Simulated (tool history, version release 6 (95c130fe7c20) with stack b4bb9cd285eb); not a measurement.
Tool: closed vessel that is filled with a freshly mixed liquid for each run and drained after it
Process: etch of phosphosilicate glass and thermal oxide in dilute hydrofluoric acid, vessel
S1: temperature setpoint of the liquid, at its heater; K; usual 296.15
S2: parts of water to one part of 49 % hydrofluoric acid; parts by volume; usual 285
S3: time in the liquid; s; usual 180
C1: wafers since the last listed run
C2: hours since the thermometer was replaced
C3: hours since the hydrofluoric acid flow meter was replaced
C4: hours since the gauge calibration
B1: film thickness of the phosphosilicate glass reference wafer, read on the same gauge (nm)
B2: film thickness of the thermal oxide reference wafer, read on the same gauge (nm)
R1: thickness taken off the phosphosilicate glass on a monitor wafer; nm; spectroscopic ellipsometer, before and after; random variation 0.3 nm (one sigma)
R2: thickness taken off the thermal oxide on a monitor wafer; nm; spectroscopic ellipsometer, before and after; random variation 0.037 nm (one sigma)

{"run": 1, "hour": 0.0, "S1": 296.15, "S2": 175, "S3": 180, "C1": 0, "C2": 1371.0, "C3": 963.0, "C4": 550.1, "B1": 70.01, "B2": 100.007, "R1": 95.49, "R2": 4.771}
{"run": 2, "hour": 14.7, "S1": 296.15, "S2": 175, "S3": 180, "C1": 928, "C2": 1385.7, "C3": 977.7, "C4": 564.8, "B1": 69.98, "B2": 99.999, "R1": 95.72, "R2": 4.776}
{"run": 3, "hour": 44.6, "S1": 292.65, "S2": 285, "S3": 180, "C1": 1889, "C2": 1415.6, "C3": 1007.6, "C4": 594.7, "B1": 70.01, "B2": 100.006, "R1": 45.84, "R2": 2.256}
{"run": 4, "hour": 70.9, "S1": 296.15, "S2": 190, "S3": 180, "C1": 1661, "C2": 1441.9, "C3": 1033.9, "C4": 621.0, "B1": 70.02, "B2": 100.018, "R1": 87.12, "R2": 4.348}
{"run": 5, "hour": 85.1, "S1": 300.65, "S2": 360, "S3": 180, "C1": 897, "C2": 1456.1, "C3": 1048.1, "C4": 635.2, "B1": 70.02, "B2": 99.986, "R1": 44.64, "R2": 2.215}
{"run": 6, "hour": 98.6, "S1": 296.15, "S2": 285, "S3": 180, "C1": 853, "C2": 1469.6, "C3": 1061.6, "C4": 648.7, "B1": 70.0, "B2": 99.982, "R1": 52.59, "R2": 2.608}
{"run": 7, "hour": 129.3, "S1": 296.15, "S2": 195, "S3": 180, "C1": 1939, "C2": 1500.3, "C3": 1092.3, "C4": 679.4, "B1": 70.03, "B2": 100.005, "R1": 84.31, "R2": 4.128}
{"run": 8, "hour": 164.3, "S1": 299.65, "S2": 285, "S3": 180, "C1": 2211, "C2": 1535.3, "C3": 1127.3, "C4": 714.4, "B1": 70.0, "B2": 99.984, "R1": 59.09, "R2": 2.998}
{"run": 9, "hour": 194.5, "S1": 294.65, "S2": 285, "S3": 180, "C1": 1908, "C2": 1565.5, "C3": 1157.5, "C4": 744.6, "B1": 70.02, "B2": 100.004, "R1": 49.87, "R2": 2.533}
{"hour": 207.7, "done": "gauge calibrated"}
{"run": 10, "hour": 224.4, "S1": 296.15, "S2": 380, "S3": 180, "C1": 1889, "C2": 1595.4, "C3": 1187.4, "C4": 16.7, "B1": 70.0, "B2": 100.021, "R1": 36.1, "R2": 1.844}
{"run": 11, "hour": 259.7, "S1": 296.15, "S2": 285, "S3": 135, "C1": 2230, "C2": 1630.7, "C3": 1222.7, "C4": 52.0, "B1": 69.99, "B2": 99.995, "R1": 39.58, "R2": 1.988}
{"hour": 266.4, "done": "thermometer replaced"}
{"run": 12, "hour": 281.6, "S1": 291.15, "S2": 420, "S3": 180, "C1": 1320, "C2": 15.2, "C3": 1244.6, "C4": 73.9, "B1": 70.0, "B2": 99.982, "R1": 24.88, "R2": 1.207}
{"run": 13, "hour": 302.3, "S1": 294.65, "S2": 285, "S3": 180, "C1": 1308, "C2": 35.9, "C3": 1265.3, "C4": 94.6, "B1": 70.02, "B2": 99.978, "R1": 46.11, "R2": 2.286}
{"run": 14, "hour": 330.0, "S1": 296.15, "S2": 160, "S3": 135, "C1": 1750, "C2": 63.6, "C3": 1293.0, "C4": 122.3, "B1": 69.97, "B2": 100.005, "R1": 74.28, "R2": 3.711}
{"hour": 340.4, "done": "hydrofluoric acid flow meter replaced"}
{"run": 15, "hour": 359.6, "S1": 296.15, "S2": 380, "S3": 90, "C1": 1807, "C2": 93.2, "C3": 19.2, "C4": 151.9, "B1": 69.98, "B2": 100.022, "R1": 16.81, "R2": 0.828}
{"run": 16, "hour": 387.3, "S1": 296.15, "S2": 175, "S3": 180, "C1": 1750, "C2": 120.9, "C3": 46.9, "C4": 179.6, "B1": 70.02, "B2": 99.995, "R1": 89.1, "R2": 4.482}
{"run": 17, "hour": 400.5, "S1": 300.15, "S2": 370, "S3": 180, "C1": 834, "C2": 134.1, "C3": 60.1, "C4": 192.8, "B1": 70.0, "B2": 100.044, "R1": 39.9, "R2": 1.988}
{"run": 18, "hour": 417.3, "S1": 296.15, "S2": 285, "S3": 180, "C1": 1061, "C2": 150.9, "C3": 76.9, "C4": 209.6, "B1": 70.01, "B2": 100.008, "R1": 48.9, "R2": 2.404}
{"run": 19, "hour": 435.5, "S1": 296.15, "S2": 285, "S3": 180, "C1": 1150, "C2": 169.1, "C3": 95.1, "C4": 227.8, "B1": 70.01, "B2": 99.97, "R1": 49.18, "R2": 2.505}
{"run": 20, "hour": 466.0, "S1": 293.15, "S2": 375, "S3": 110, "C1": 1927, "C2": 199.6, "C3": 125.6, "C4": 258.3, "B1": 70.0, "B2": 99.97, "R1": 18.89, "R2": 0.951}
{"run": 21, "hour": 478.5, "S1": 292.15, "S2": 285, "S3": 180, "C1": 789, "C2": 212.1, "C3": 138.1, "C4": 270.8, "B1": 70.03, "B2": 99.966, "R1": 42.54, "R2": 2.109}
{"run": 22, "hour": 492.7, "S1": 296.15, "S2": 180, "S3": 275, "C1": 897, "C2": 226.3, "C3": 152.3, "C4": 285.0, "B1": 70.01, "B2": 100.04, "R1": 132.09, "R2": 6.708}
{"run": 23, "hour": 528.7, "S1": 294.15, "S2": 325, "S3": 275, "C1": 2274, "C2": 262.3, "C3": 188.3, "C4": 321.0, "B1": 69.98, "B2": 100.012, "R1": 59.43, "R2": 2.945}
{"run": 24, "hour": 563.8, "S1": 296.15, "S2": 145, "S3": 180, "C1": 2217, "C2": 297.4, "C3": 223.4, "C4": 356.1, "B1": 69.96, "B2": 100.028, "R1": 112.87, "R2": 5.64}

5 ways to go on from here, each from the tool as it stands after run 24. What would each give?
{"run": "A", "hour": 564.5, "S1": 296.15, "S2": 285, "S3": 180, "C1": 44, "C2": 298.1, "C3": 224.1, "C4": 356.8, "B1": "?", "B2": "?", "R1": "?", "R2": "?"}
{"run": "B", "hour": 564.5, "S1": 300.65, "S2": 145, "S3": 110, "C1": 44, "C2": 298.1, "C3": 224.1, "C4": 356.8, "B1": "?", "B2": "?", "R1": "?", "R2": "?"}
{"run": "C", "hour": 564.5, "S1": 299.15, "S2": 285, "S3": 125, "C1": 44, "C2": 298.1, "C3": 224.1, "C4": 356.8, "B1": "?", "B2": "?", "R1": "?", "R2": "?"}
{"run": "D", "hour": 564.5, "S1": 300.15, "S2": 345, "S3": 180, "C1": 44, "C2": 298.1, "C3": 224.1, "C4": 356.8, "B1": "?", "B2": "?", "R1": "?", "R2": "?"}
{"run": "E", "hour": 564.5, "S1": 294.65, "S2": 220, "S3": 270, "C1": 44, "C2": 298.1, "C3": 224.1, "C4": 356.8, "B1": "?", "B2": "?", "R1": "?", "R2": "?"}

run=A B1=69.96 B2=99.999 R1=49.59 R2=2.468
run=B B1=69.96 B2=99.999 R1=81.77 R2=4.069
run=C B1=69.96 B2=99.999 R1=38.20 R2=1.901
run=D B1=69.96 B2=99.999 R1=44.17 R2=2.198
run=E B1=69.96 B2=99.999 R1=97.36 R2=4.844
Without the tool's hidden state the same runs would have given:
run=A R1=48.48 R2=2.412
run=B R1=79.86 R2=3.974
run=C R1=37.38 R2=1.860
run=D R1=43.27 R2=2.153
run=E R1=95.06 R2=4.730
